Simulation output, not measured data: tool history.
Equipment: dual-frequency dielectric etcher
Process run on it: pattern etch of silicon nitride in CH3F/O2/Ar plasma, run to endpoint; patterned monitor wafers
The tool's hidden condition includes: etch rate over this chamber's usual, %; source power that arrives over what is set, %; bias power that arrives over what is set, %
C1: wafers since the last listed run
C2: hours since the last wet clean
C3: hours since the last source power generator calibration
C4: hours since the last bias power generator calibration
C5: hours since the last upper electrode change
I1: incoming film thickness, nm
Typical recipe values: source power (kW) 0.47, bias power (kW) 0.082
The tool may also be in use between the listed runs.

{"run": 1, "hour": 0.0, "source power (kW)": 0.47, "bias power (kW)": 0.082, "C1": 0, "C2": 231.6, "C3": 2573.1, "C4": 3461.3, "C5": 4275.6, "I1": 55.4, "endpoint time (s)": 69.3}
{"run": 2, "hour": 22.8, "source power (kW)": 0.47, "bias power (kW)": 0.082, "C1": 221, "C2": 254.4, "C3": 2595.9, "C4": 3484.1, "C5": 4298.4, "I1": 55.3, "endpoint time (s)": 69.6}
{"run": 3, "hour": 34.9, "source power (kW)": 0.47, "bias power (kW)": 0.082, "C1": 117, "C2": 266.5, "C3": 2608, "C4": 3496.2, "C5": 4310.5, "I1": 55.3, "endpoint time (s)": 68.7}
{"run": 4, "hour": 58.6, "source power (kW)": 0.4, "bias power (kW)": 0.082, "C1": 230, "C2": 290.2, "C3": 2631.7, "C4": 3519.9, "C5": 4334.2, "I1": 55.2, "endpoint time (s)": 73.4}
{"run": 5, "hour": 94.1, "source power (kW)": 0.4, "bias power (kW)": 0.082, "C1": 345, "C2": 325.7, "C3": 2667.2, "C4": 3555.4, "C5": 4369.7, "I1": 55.6, "endpoint time (s)": 73.9}
{"run": 6, "hour": 114.1, "source power (kW)": 0.47, "bias power (kW)": 0.072, "C1": 194, "C2": 345.7, "C3": 2687.2, "C4": 3575.4, "C5": 4389.7, "I1": 54.6, "endpoint time (s)": 71.5}
{"run": 7, "hour": 140.1, "source power (kW)": 0.47, "bias power (kW)": 0.072, "C1": 252, "C2": 371.7, "C3": 2713.2, "C4": 3601.4, "C5": 4415.7, "I1": 55.4, "endpoint time (s)": 72.1}
{"run": 8, "hour": 156.3, "source power (kW)": 0.47, "bias power (kW)": 0.072, "C1": 157, "C2": 387.9, "C3": 2729.4, "C4": 3617.6, "C5": 4431.9, "I1": 55.5, "endpoint time (s)": 72.7}
{"run": 9, "hour": 177.5, "source power (kW)": 0.54, "bias power (kW)": 0.082, "C1": 206, "C2": 409.1, "C3": 2750.6, "C4": 3638.8, "C5": 4453.1, "I1": 55.7, "endpoint time (s)": 65.9}
{"run": 10, "hour": 192.3, "source power (kW)": 0.47, "bias power (kW)": 0.082, "C1": 143, "C2": 423.9, "C3": 2765.4, "C4": 3653.6, "C5": 4467.9, "I1": 55.7, "endpoint time (s)": 69}
{"run": 11, "hour": 223.0, "source power (kW)": 0.47, "bias power (kW)": 0.082, "C1": 298, "C2": 454.6, "C3": 2796.1, "C4": 3684.3, "C5": 4498.6, "I1": 55.5, "endpoint time (s)": 66.6}
{"hour": 288.7, "done": "upper electrode replaced, of another model than before"}
{"hour": 307.0, "done": "wet clean of the chamber"}
{"run": 12, "hour": 307.5, "source power (kW)": 0.47, "bias power (kW)": 0.082, "C1": 409, "C2": 0.5, "C3": 2880.6, "C4": 3768.8, "C5": 18.8, "I1": 55.4, "endpoint time (s)": 69.7}
{"run": 13, "hour": 382.9, "source power (kW)": 0.47, "bias power (kW)": 0.082, "C1": 733, "C2": 75.9, "C3": 2956, "C4": 3844.2, "C5": 94.2, "I1": 55.2, "endpoint time (s)": 69.7}
{"hour": 403.5, "done": "bias power generator calibrated"}
{"run": 14, "hour": 404.0, "source power (kW)": 0.53, "bias power (kW)": 0.088, "C1": 166, "C2": 97, "C3": 2977.1, "C4": 0.5, "C5": 115.3, "I1": 55.6, "endpoint time (s)": 66.4}
{"run": 15, "hour": 438.1, "source power (kW)": 0.53, "bias power (kW)": 0.07, "C1": 331, "C2": 131.1, "C3": 3011.2, "C4": 34.6, "C5": 149.4, "I1": 55.3, "endpoint time (s)": 69.6}
{"run": 16, "hour": 459.2, "source power (kW)": 0.43, "bias power (kW)": 0.102, "C1": 205, "C2": 152.2, "C3": 3032.3, "C4": 55.7, "C5": 170.5, "I1": 55.7, "endpoint time (s)": 66.9}
{"hour": 467.0, "done": "source power generator calibrated"}
{"run": 17, "hour": 494.8, "source power (kW)": 0.52, "bias power (kW)": 0.096, "C1": 307, "C2": 187.8, "C3": 27.8, "C4": 91.3, "C5": 206.1, "I1": 55.2, "endpoint time (s)": 64}
{"run": 18, "hour": 524.5, "source power (kW)": 0.57, "bias power (kW)": 0.102, "C1": 288, "C2": 217.5, "C3": 57.5, "C4": 121, "C5": 235.8, "I1": 55.1, "endpoint time (s)": 60.4}
{"run": 19, "hour": 537.8, "source power (kW)": 0.58, "bias power (kW)": 0.072, "C1": 129, "C2": 230.8, "C3": 70.8, "C4": 134.3, "C5": 249.1, "I1": 55.1, "endpoint time (s)": 67.1}
{"run": 20, "hour": 552.6, "source power (kW)": 0.47, "bias power (kW)": 0.082, "C1": 143, "C2": 245.6, "C3": 85.6, "C4": 149.1, "C5": 263.9, "I1": 55.2, "endpoint time (s)": 68.9}
{"run": 21, "hour": 574.0, "source power (kW)": 0.47, "bias power (kW)": 0.082, "C1": 208, "C2": 267, "C3": 107, "C4": 170.5, "C5": 285.3, "I1": 55.1, "endpoint time (s)": 67.1}
{"run": 22, "hour": 605.2, "source power (kW)": 0.37, "bias power (kW)": 0.072, "C1": 303, "C2": 298.2, "C3": 138.2, "C4": 201.7, "C5": 316.5, "I1": 55.7, "endpoint time (s)": 73}
{"run": 23, "hour": 682.5, "source power (kW)": 0.47, "bias power (kW)": 0.082, "C1": 751, "C2": 375.5, "C3": 215.5, "C4": 279, "C5": 393.8, "I1": 55.6, "endpoint time (s)": 67.8}
{"hour": 730.6, "done": "wet clean of the chamber"}
{"run": 24, "hour": 731.1, "source power (kW)": 0.38, "bias power (kW)": 0.067, "C1": 239, "C2": 0.5, "C3": 264.1, "C4": 327.6, "C5": 442.4, "I1": 55.5, "endpoint time (s)": 77.6}
{"run": 25, "hour": 746.6, "source power (kW)": 0.47, "bias power (kW)": 0.082, "C1": 150, "C2": 16, "C3": 279.6, "C4": 343.1, "C5": 457.9, "I1": 55.1, "endpoint time (s)": 70.2}
{"run": 26, "hour": 763.1, "source power (kW)": 0.58, "bias power (kW)": 0.076, "C1": 160, "C2": 32.5, "C3": 296.1, "C4": 359.6, "C5": 474.4, "I1": 55.9, "endpoint time (s)": 68.7}
{"run": 27, "hour": 851.3, "source power (kW)": 0.47, "bias power (kW)": 0.082, "C1": 857, "C2": 120.7, "C3": 384.3, "C4": 447.8, "C5": 562.6, "I1": 55, "endpoint time (s)": 68.6}
{"run": 28, "hour": 863.7, "source power (kW)": 0.52, "bias power (kW)": 0.096, "C1": 120, "C2": 133.1, "C3": 396.7, "C4": 460.2, "C5": 575, "I1": 55.2, "endpoint time (s)": 64.2}
{"run": 29, "hour": 876.2, "source power (kW)": 0.4, "bias power (kW)": 0.065, "C1": 121, "C2": 145.6, "C3": 409.2, "C4": 472.7, "C5": 587.5, "I1": 54.9, "endpoint time (s)": 75.1}
{"run": 30, "hour": 963.6, "source power (kW)": 0.53, "bias power (kW)": 0.096, "C1": 849, "C2": 233, "C3": 496.6, "C4": 560.1, "C5": 674.9, "I1": 55.2, "endpoint time (s)": 62.7}
{"run": 31, "hour": 981.7, "source power (kW)": 0.38, "bias power (kW)": 0.097, "C1": 175, "C2": 251.1, "C3": 514.7, "C4": 578.2, "C5": 693, "I1": 54.9, "endpoint time (s)": 68.4}
{"run": 32, "hour": 1014.9, "source power (kW)": 0.59, "bias power (kW)": 0.062, "C1": 322, "C2": 284.3, "C3": 547.9, "C4": 611.4, "C5": 726.2, "I1": 55.1, "endpoint time (s)": 68.8}
{"run": 33, "hour": 1027.8, "source power (kW)": 0.56, "bias power (kW)": 0.091, "C1": 125, "C2": 297.2, "C3": 560.8, "C4": 624.3, "C5": 739.1, "I1": 55.1, "endpoint time (s)": 64}
{"run": 34, "hour": 1048.7, "source power (kW)": 0.36, "bias power (kW)": 0.092, "C1": 203, "C2": 318.1, "C3": 581.7, "C4": 645.2, "C5": 760, "I1": 54.9, "endpoint time (s)": 69.3}
{"run": 35, "hour": 1080.0, "source power (kW)": 0.47, "bias power (kW)": 0.082, "C1": 304, "C2": 349.4, "C3": 613, "C4": 676.5, "C5": 791.3, "I1": 55.5, "endpoint time (s)": 67.2}
{"run": 36, "hour": 1113.1, "source power (kW)": 0.47, "bias power (kW)": 0.082, "C1": 321, "C2": 382.5, "C3": 646.1, "C4": 709.6, "C5": 824.4, "I1": 55.6, "endpoint time (s)": 68.3}

Hidden state at the last listed run before each entry between runs and at the first one after, where it differs:
In the gap between runs 11 and 12: upper electrode replaced, of another model than before (hour 288.7); wet clean of the chamber (hour 307)
  etch rate over this chamber's usual, %: 3.63 -> 0.247
  measured result minus the result with no hidden state, endpoint time (s): -2.5 -> -0.2
In the gap between runs 13 and 14: bias power generator calibrated (hour 403.5)
  etch rate over this chamber's usual, %: 1.08 -> 1.31
  measured result minus the result with no hidden state, endpoint time (s): -0.7 -> -0.9
In the gap between runs 16 and 17: source power generator calibrated (hour 467)
  etch rate over this chamber's usual, %: 1.92 -> 2.32
  measured result minus the result with no hidden state, endpoint time (s): -1.3 -> -1.5
In the gap between runs 23 and 24: wet clean of the chamber (hour 730.6)
  etch rate over this chamber's usual, %: 4.39 -> -0.07
  measured result minus the result with no hidden state, endpoint time (s): -3 -> +0.1

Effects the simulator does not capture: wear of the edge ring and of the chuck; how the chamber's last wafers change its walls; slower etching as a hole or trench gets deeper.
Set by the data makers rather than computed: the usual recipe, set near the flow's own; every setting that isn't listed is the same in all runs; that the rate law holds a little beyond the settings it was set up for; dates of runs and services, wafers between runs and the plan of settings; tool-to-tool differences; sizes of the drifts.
